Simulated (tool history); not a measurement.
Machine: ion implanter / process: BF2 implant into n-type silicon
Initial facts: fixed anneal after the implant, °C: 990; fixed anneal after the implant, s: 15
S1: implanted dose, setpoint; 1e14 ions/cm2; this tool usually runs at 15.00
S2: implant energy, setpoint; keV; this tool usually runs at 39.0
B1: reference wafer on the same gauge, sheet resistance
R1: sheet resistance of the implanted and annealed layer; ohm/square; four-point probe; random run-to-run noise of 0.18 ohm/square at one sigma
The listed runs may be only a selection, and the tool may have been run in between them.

run	hour	S1	S2	B1	R1
1	0.0	15.00	39.0	105.23	118.10
2	16.1	15.00	39.0	105.33	117.99
3	43.6	15.00	39.0	105.50	118.19
4	73.6	14.03	46.0	105.59	109.93
5	93.3	14.03	46.0	105.75	110.03
# hour 97.3: gauge calibrated
6	108.0	15.00	39.0	105.20	117.76
# hour 129.7: Faraday cup replaced and dose calibrated
7	132.3	15.00	39.0	105.15	117.47
8	156.2	11.56	35.0	105.17	132.09
9	178.3	16.79	39.0	105.25	115.64
# hour 193.5: extraction supply calibrated
10	195.0	10.79	32.0	105.32	140.67
11	217.3	12.60	34.5	105.39	130.57
12	238.5	12.94	44.0	105.54	114.90
13	266.3	15.00	33.5	105.70	128.78
14	294.1	15.00	39.0	105.84	118.60

What would each run have given without the hidden state, its run-to-run variation left as it was?
Hidden conditions of the tool in this case: deviation of the true dose from the Faraday cup's reading, %; deviation of the true energy from its setpoint, %; gauge reads high (%).
run	R1
1	117.84
2	117.64
3	117.67
4	109.24
5	109.19
6	117.61
7	117.29
8	131.84
9	115.35
10	140.24
11	130.06
12	114.34
13	127.95
14	117.62

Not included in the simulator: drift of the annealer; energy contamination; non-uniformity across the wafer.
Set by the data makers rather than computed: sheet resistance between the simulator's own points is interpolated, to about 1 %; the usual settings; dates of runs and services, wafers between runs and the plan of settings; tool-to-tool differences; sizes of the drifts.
